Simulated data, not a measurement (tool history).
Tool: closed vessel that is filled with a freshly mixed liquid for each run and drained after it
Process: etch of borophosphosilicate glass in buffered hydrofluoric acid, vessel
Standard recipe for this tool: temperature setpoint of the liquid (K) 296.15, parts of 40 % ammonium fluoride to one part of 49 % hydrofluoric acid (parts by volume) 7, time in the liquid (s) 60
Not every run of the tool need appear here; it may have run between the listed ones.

run	hour	temperature setpoint of the liquid (K)	parts of 40 % ammonium fluoride to one part of 49 % hydrofluoric acid (parts by volume)	time in the liquid (s)	read-back film thickness of the borophosphosilicate glass reference wafer, read on the same gauge (nm)	thickness taken off the borophosphosilicate glass on a monitor wafer (Å)
1	0	296.15	9	60	99.99	791.6
2	13.9	296.15	9	60	100.03	789.9
3	31.9	296.15	7	50	100.01	868
4	46.5	294.15	7	60	100.01	931.6
5	56.5	294.15	7	60	100.03	927
6	63.2	294.15	7	60	99.96	930.9
# hour 76.2: gauge calibrated
7	80.5	298.15	7	40	99.98	768.8
8	87.3	298.65	7	60	100.01	1183.8
9	98.2	294.15	8.5	70	99.97	873.7
# hour 103.1: thermometer replaced
# hour 103.4: hydrofluoric acid flow meter replaced
10	107	296.15	8.5	85	99.98	1362.6
11	118.8	298.65	7	45	100.01	1017.2
12	136.8	300.65	7	90	99.96	2263
13	145.8	298.65	9	35	99.97	605.9
14	158.3	294.15	8.5	70	100	1006.3

Subtracting, for every run, the result it would have given without the tool's unlogged condition from the measured result gives the following. The same run-to-run variation enters both numbers; the gauge's scatter may not:
Hidden state at play: liquid colder than its thermometer reads (K); hydrofluoric acid flow above the setpoint (%); gauge reads high (%).
run	thickness taken off the borophosphosilicate glass on a monitor wafer (Å)
1	-117.8
2	-118.6
3	-131.6
4	-144.9
5	-145.4
6	-146.6
7	-119.4
8	-183.9
9	-141.2
10	-5.2
11	-4.9
12	-14.3
13	-4.2
14	-8.3
